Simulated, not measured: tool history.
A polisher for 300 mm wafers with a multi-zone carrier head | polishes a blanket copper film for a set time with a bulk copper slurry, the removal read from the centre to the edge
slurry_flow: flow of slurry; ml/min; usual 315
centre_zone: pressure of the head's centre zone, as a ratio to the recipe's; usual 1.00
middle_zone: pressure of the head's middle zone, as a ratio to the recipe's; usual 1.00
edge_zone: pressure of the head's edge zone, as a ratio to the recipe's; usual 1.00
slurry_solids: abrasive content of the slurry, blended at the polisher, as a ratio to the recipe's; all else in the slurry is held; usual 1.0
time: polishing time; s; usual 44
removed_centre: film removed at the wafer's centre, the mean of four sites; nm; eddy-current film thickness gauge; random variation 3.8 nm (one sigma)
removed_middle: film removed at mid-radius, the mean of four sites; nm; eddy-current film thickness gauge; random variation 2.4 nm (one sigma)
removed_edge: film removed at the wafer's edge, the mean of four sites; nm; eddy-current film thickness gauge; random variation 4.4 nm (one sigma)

run	day	slurry_flow	centre_zone	middle_zone	edge_zone	slurry_solids	time	wafers since the last listed run	wafers polished on this pad	hours since the slurry nozzle was cleaned	hours since the centre zone pressure was calibrated	hours since the edge zone pressure was calibrated	hours since the carrier head's membrane was replaced	incoming thickness of the incoming film, nm	removed_centre	removed_middle	removed_edge
1	0.000	315	1.00	1.00	1.00	1.0	44	0	1542	565.8	596.1	392.8	827.4	2665.7	306.3	301.4	311.6
# day 1.800: edge zone pressure recalibrated
2	2.225	315	1.04	1.05	1.00	1.0	44	415	1957	619.2	649.5	10.2	880.8	2627.4	313.3	310.4	303.3
# day 4.983: worn pad replaced by a new one
3	5.004	315	1.04	1.05	1.00	1.0	44	506	3	685.9	716.2	76.9	947.5	2644.1	344.0	346.2	332.9
4	7.483	315	1.00	1.00	1.00	1.0	44	480	484	745.4	775.7	136.4	1007.0	2660.6	315.3	316.9	328.0
5	10.471	315	1.00	1.00	1.00	1.0	44	579	1064	817.1	847.4	208.1	1078.7	2683.0	311.2	308.7	311.5
6	12.562	265	1.00	1.00	1.11	1.0	44	405	1470	867.3	897.6	258.3	1128.9	2708.2	297.1	301.5	314.3
# day 13.088: slurry nozzle cleaned
7	13.950	315	0.97	0.93	1.00	1.2	44	261	1731	20.7	930.9	291.6	1162.2	2653.7	306.0	292.1	323.7
8	15.946	315	1.00	1.00	1.00	1.0	44	387	2118	68.6	978.8	339.5	1210.1	2652.5	296.7	302.7	303.2
# day 16.338: carrier head's membrane replaced by a new one
# day 16.508: worn pad replaced by a new one
9	18.421	315	1.00	1.00	1.00	1.0	44	407	371	128.0	1038.2	398.9	50.0	2642.2	311.5	316.0	324.5
# day 19.417: edge zone pressure recalibrated
10	20.167	315	1.00	1.00	1.00	1.0	44	322	693	169.9	1080.1	18.0	91.9	2685.7	316.0	317.2	309.7
11	21.646	315	1.00	1.00	1.00	0.9	44	286	980	205.4	1115.6	53.5	127.4	2629.5	302.6	301.4	308.4
# day 21.933: centre zone pressure recalibrated
12	23.296	315	1.00	1.00	1.00	1.0	40	303	1284	245.0	32.7	93.1	167.0	2633.8	281.6	277.9	277.8
13	24.512	400	1.00	1.11	1.12	0.9	44	236	1520	274.2	61.9	122.3	196.2	2670.9	302.0	331.0	317.2
14	26.412	390	0.89	1.00	1.00	1.0	44	368	1889	319.8	107.5	167.9	241.8	2621.8	283.1	303.8	309.9

Forecast run 15:
# day 27.325: worn pad replaced by a new one
15	29.379	315	0.91	1.12	1.06	1.0	44	543	398	391.0	178.7	239.1	313.0	2617.3	?	?	?

Run 15 gave removed_centre 297.3 nm, removed_middle 349.8 nm, removed_edge 335.9 nm.
Without the tool's hidden state the same run would have given removed_centre 310.3 nm, removed_middle 365.1 nm, removed_edge 350.6 nm.
